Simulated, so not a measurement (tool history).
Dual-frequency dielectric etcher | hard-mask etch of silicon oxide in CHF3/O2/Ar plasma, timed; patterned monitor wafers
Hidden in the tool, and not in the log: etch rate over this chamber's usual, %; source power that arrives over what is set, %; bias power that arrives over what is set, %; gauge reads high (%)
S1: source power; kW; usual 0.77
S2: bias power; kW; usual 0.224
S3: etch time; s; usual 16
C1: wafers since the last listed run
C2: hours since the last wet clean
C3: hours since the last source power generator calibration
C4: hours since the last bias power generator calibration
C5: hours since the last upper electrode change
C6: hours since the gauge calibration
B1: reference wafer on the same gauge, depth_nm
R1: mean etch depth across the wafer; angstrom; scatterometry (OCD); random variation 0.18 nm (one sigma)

Run 1, hour 0: usual settings; C1 0; C2 0.5; C3 3389.5; C4 2842.1; C5 6.7; C6 2643.6; B1 31.23. Result: R1 350.2 angstrom.
Run 2, hour 74: usual settings; C1 1141; C2 74.5; C3 3463.5; C4 2916.1; C5 80.7; C6 2717.6; B1 31.29. Result: R1 351.1 angstrom.
Run 3, hour 177.7: usual settings; C1 1599; C2 178.2; C3 3567.2; C4 3019.8; C5 184.4; C6 2821.3; B1 31.31. Result: R1 354.3 angstrom.
Run 4, hour 251.1: usual settings but S2 0.259 kW; C1 1132; C2 251.6; C3 3640.6; C4 3093.2; C5 257.8; C6 2894.7; B1 31.26. Result: R1 382.9 angstrom.
Run 5, hour 317.4: usual settings but S2 0.259 kW; C1 1022; C2 317.9; C3 3706.9; C4 3159.5; C5 324.1; C6 2961; B1 31.29. Result: R1 387.1 angstrom.
At hour 351: gauge calibrated.
Run 6, hour 401.8: usual settings but S1 0.6 kW, S2 0.25 kW, S3 18 s; C1 1302; C2 402.3; C3 3791.3; C4 3243.9; C5 408.5; C6 50.8; B1 31.37. Result: R1 393.2 angstrom.
Run 7, hour 493.3: usual settings but S2 0.251 kW; C1 1411; C2 493.8; C3 3882.8; C4 3335.4; C5 500; C6 142.3; B1 31.22. Result: R1 382.7 angstrom.
Run 8, hour 544.5: usual settings; C1 789; C2 545; C3 3934; C4 3386.6; C5 551.2; C6 193.5; B1 31.27. Result: R1 359.7 angstrom.
Run 9, hour 635.4: usual settings but S1 0.85 kW, S2 0.264 kW, S3 11 s; C1 1402; C2 635.9; C3 4024.9; C4 3477.5; C5 642.1; C6 284.4; B1 31.33. Result: R1 280.7 angstrom.
Run 10, hour 692.1: usual settings but S2 0.181 kW, S3 14.5 s; C1 874; C2 692.6; C3 4081.6; C4 3534.2; C5 698.8; C6 341.1; B1 31.32. Result: R1 292.6 angstrom.
At hour 776.9: wet clean of the chamber.
Run 11, hour 798.9: usual settings but S2 0.24 kW, S3 20.5 s; C1 1277; C2 22; C3 4188.4; C4 3641; C5 805.6; C6 447.9; B1 31.38. Result: R1 461 angstrom.
Run 12, hour 852.1: usual settings but S2 0.247 kW, S3 17.5 s; C1 820; C2 75.2; C3 4241.6; C4 3694.2; C5 858.8; C6 501.1; B1 31.29. Result: R1 403.7 angstrom.
Run 13, hour 906.4: usual settings; C1 837; C2 129.5; C3 4295.9; C4 3748.5; C5 913.1; C6 555.4; B1 31.32. Result: R1 348.3 angstrom.
Run 14, hour 996.5: usual settings but S1 0.69 kW; C1 1390; C2 219.6; C3 4386; C4 3838.6; C5 1003.2; C6 645.5; B1 31.32. Result: R1 337.7 angstrom.
At hour 1030: source power generator calibrated.
Run 15, hour 1096.8: usual settings but S1 0.88 kW; C1 1485; C2 319.9; C3 66.8; C4 3938.9; C5 1103.5; C6 745.8; B1 31.3. Result: R1 367.7 angstrom.
Run 16, hour 1157.5: usual settings; C1 936; C2 380.6; C3 127.5; C4 3999.6; C5 1164.2; C6 806.5; B1 31.33. Result: R1 356.3 angstrom.
At hour 1237.1: bias power generator calibrated.
Run 17, hour 1263.3: usual settings but S1 0.62 kW, S2 0.24 kW, S3 18.5 s; C1 1570; C2 486.4; C3 233.3; C4 26.2; C5 1270; C6 912.3; B1 31.29. Result: R1 415.8 angstrom.
Run 18, hour 1310.7: usual settings but S1 0.64 kW, S2 0.256 kW, S3 14 s; C1 731; C2 533.8; C3 280.7; C4 73.6; C5 1317.4; C6 959.7; B1 31.33. Result: R1 324.7 angstrom.
Run 19, hour 1347: usual settings but S1 0.71 kW, S2 0.241 kW; C1 560; C2 570.1; C3 317; C4 109.9; C5 1353.7; C6 996; B1 31.31. Result: R1 375.7 angstrom.
At hour 1572.1: wet clean of the chamber.
Run 20, hour 1623.9: usual settings but S2 0.254 kW, S3 18.5 s; C1 3901; C2 51.8; C3 593.9; C4 386.8; C5 1630.6; C6 1272.9; B1 31.32. Result: R1 444.3 angstrom.
Run 21, hour 1726.6: usual settings but S1 0.64 kW, S2 0.279 kW, S3 21 s; C1 1584; C2 154.5; C3 696.6; C4 489.5; C5 1733.3; C6 1375.6; B1 31.36. Result: R1 500.8 angstrom.
Run 22, hour 1811.2: usual settings but S2 0.172 kW, S3 13.5 s; C1 1305; C2 239.1; C3 781.2; C4 574.1; C5 1817.9; C6 1460.2; B1 31.22. Result: R1 265 angstrom.
Run 23, hour 2082.2: usual settings but S3 17.5 s; C1 4181; C2 510.1; C3 1052.2; C4 845.1; C5 2088.9; C6 1731.2; B1 31.4. Result: R1 401.1 angstrom.
Run 24, hour 2177.2: usual settings but S1 0.6 kW, S2 0.262 kW; C1 1465; C2 605.1; C3 1147.2; C4 940.1; C5 2183.9; C6 1826.2; B1 31.31. Result: R1 375.3 angstrom.
Run 25, hour 2233.9: usual settings but S1 0.71 kW, S2 0.188 kW, S3 14.5 s; C1 874; C2 661.8; C3 1203.9; C4 996.8; C5 2240.6; C6 1882.9; B1 31.34. Result: R1 298.3 angstrom.
At hour 2337.1: wet clean of the chamber.
Run 26, hour 2338.6: usual settings but S2 0.178 kW, S3 20.5 s; C1 1245; C2 1.5; C3 1308.6; C4 1101.5; C5 2345.3; C6 1987.6; B1 31.21. Result: R1 403.8 angstrom.
Run 27, hour 2425: usual settings; C1 1333; C2 87.9; C3 1395; C4 1187.9; C5 2431.7; C6 2074; B1 31.27. Result: R1 355.6 angstrom.
Run 28, hour 2478.5: usual settings but S3 13.5 s; C1 825; C2 141.4; C3 1448.5; C4 1241.4; C5 2485.2; C6 2127.5; B1 31.3. Result: R1 302.1 angstrom.

5 ways to go on from here, each from the tool as it stands after run 28. What would each give?
Run A, hour 2478.9: usual settings but S2 0.254 kW; C1 6; C2 141.8; C3 1448.9; C4 1241.8; C5 2485.6; C6 2127.9; B1 ?. Result: R1 ?.
Run B, hour 2478.9: usual settings but S1 0.87 kW, S2 0.244 kW, S3 11.5 s; C1 6; C2 141.8; C3 1448.9; C4 1241.8; C5 2485.6; C6 2127.9; B1 ?. Result: R1 ?.
Run C, hour 2478.9: usual settings but S3 18 s; C1 6; C2 141.8; C3 1448.9; C4 1241.8; C5 2485.6; C6 2127.9; B1 ?. Result: R1 ?.
Run D, hour 2478.9: usual settings but S1 0.72 kW, S2 0.194 kW; C1 6; C2 141.8; C3 1448.9; C4 1241.8; C5 2485.6; C6 2127.9; B1 ?. Result: R1 ?.
Run E, hour 2478.9: usual settings but S1 0.87 kW, S2 0.252 kW; C1 6; C2 141.8; C3 1448.9; C4 1241.8; C5 2485.6; C6 2127.9; B1 ?. Result: R1 ?.

run     B1     R1
  A  31.32  386.2
  B  31.32  283.1
  C  31.32  407.1
  D  31.32  327.8
  E  31.32  400.4
Without the tool's hidden state the same runs would have given:
run     R1
  A  384.1
  B  281.6
  C  404.9
  D  325.9
  E  398.2
